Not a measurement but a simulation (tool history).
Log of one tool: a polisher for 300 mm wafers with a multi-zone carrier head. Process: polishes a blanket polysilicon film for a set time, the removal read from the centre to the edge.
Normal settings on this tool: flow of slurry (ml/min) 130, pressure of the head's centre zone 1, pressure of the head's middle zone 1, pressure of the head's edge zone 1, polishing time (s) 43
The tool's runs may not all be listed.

run   hour  flow of slurry (ml/min)  pressure of the head's centre zone  pressure of the head's middle zone  pressure of the head's edge zone  polishing time (s)  incoming thickness of the incoming film, nm  film removed at the wafer's centre (nm)  film removed at mid-radius (nm)  film removed at the wafer's edge (nm)
  1      0                      130                                   1                                   1                                 1                  43                                       2402.4                                    248.1                            248.3                                  249.5
  2   44.5                      130                                   1                                   1                                 1                  43                                       2378.1                                    242.5                            245.5                                  248.2
  3   71.4                      130                                   1                                   1                                 1                  43                                       2386.6                                    239.5                            242.5                                  252.4
       102  -- worn pad replaced by a new one
  4  136.2                      130                                   1                                   1                              0.97                  43                                         2399                                    231.9                            244.2                                  241.8
  5    162                      130                                   1                                   1                              0.97                  43                                       2343.7                                    234.2                            240.6                                    241
  6  258.4                      130                                   1                                   1                              0.97                  43                                       2372.4                                    231.2                              237                                    240
     274.2  -- worn pad replaced by a new one
     278.3  -- carrier head's membrane replaced by a new one
     283.4  -- centre zone pressure recalibrated
  7  299.5                      130                                   1                                   1                                 1                  43                                         2383                                    226.3                            232.5                                  238.4
  8  342.6                      130                                1.07                                   1                                 1                  43                                       2374.2                                      236                            230.8                                  237.9
     365.1  -- slurry nozzle cleaned
  9  377.4                      130                                   1                                1.03                                 1                  43                                       2352.8                                    241.5                            253.5                                  250.3
     421.2  -- worn pad replaced by a new one
 10  433.4                      130                                1.03                                   1                              0.93                  43                                       2426.4                                    253.6                            247.6                                  244.2
 11  462.6                      110                                   1                                   1                              1.06                  43                                       2430.6                                    235.1                            241.2                                  258.5
 12    494                       95                                1.05                                   1                                 1                  43                                       2406.4                                    242.2                            236.7                                  247.1
 13  550.3                      130                                   1                                   1                                 1                  43                                       2424.5                                    241.7                              246                                    249
     587.6  -- worn pad replaced by a new one
     606.4  -- edge zone pressure recalibrated
 14  625.6                      130                                0.89                                0.92                                 1                  43                                       2346.4                                    214.1                            229.3                                  246.5
 15  674.1                      130                                   1                                   1                                 1                  43                                       2377.5                                    236.4                            242.5                                  249.5
 16  719.5                      130                                   1                                   1                                 1                  54                                       2424.3                                    296.9                            300.6                                  307.5
     728.4  -- worn pad replaced by a new one
 17  774.8                      130                                1.08                                0.91                              0.97                  33                                       2400.7                                    190.6                            169.1                                  183.2

Predict each of these 3 candidate next runs independently; none follows another, all start after run 17:
  A  775.2                      130                                   1                                   1                                 1                  43                                       2418.5                                        ?                                ?                                      ?
  B  775.2                      130                                   1                                0.96                              0.96                  43                                       2418.5                                        ?                                ?                                      ?
  C  775.2                      150                                   1                                1.05                              0.94                  57                                       2418.5                                        ?                                ?                                      ?

run  film removed at the wafer's centre (nm)  film removed at mid-radius (nm)  film removed at the wafer's edge (nm)
  A                                    235.1                            236.4                                  241.4
  B                                      235                            228.8                                  236.8
  C                                    319.8                            333.4                                  315.3
Had the tool no hidden state, the same runs would have come out as:
run  film removed at the wafer's centre (nm)  film removed at mid-radius (nm)  film removed at the wafer's edge (nm)
  A                                      248                            247.7                                  249.3
  B                                    247.9                            239.7                                  244.6
  C                                    335.8                            347.9                                    325
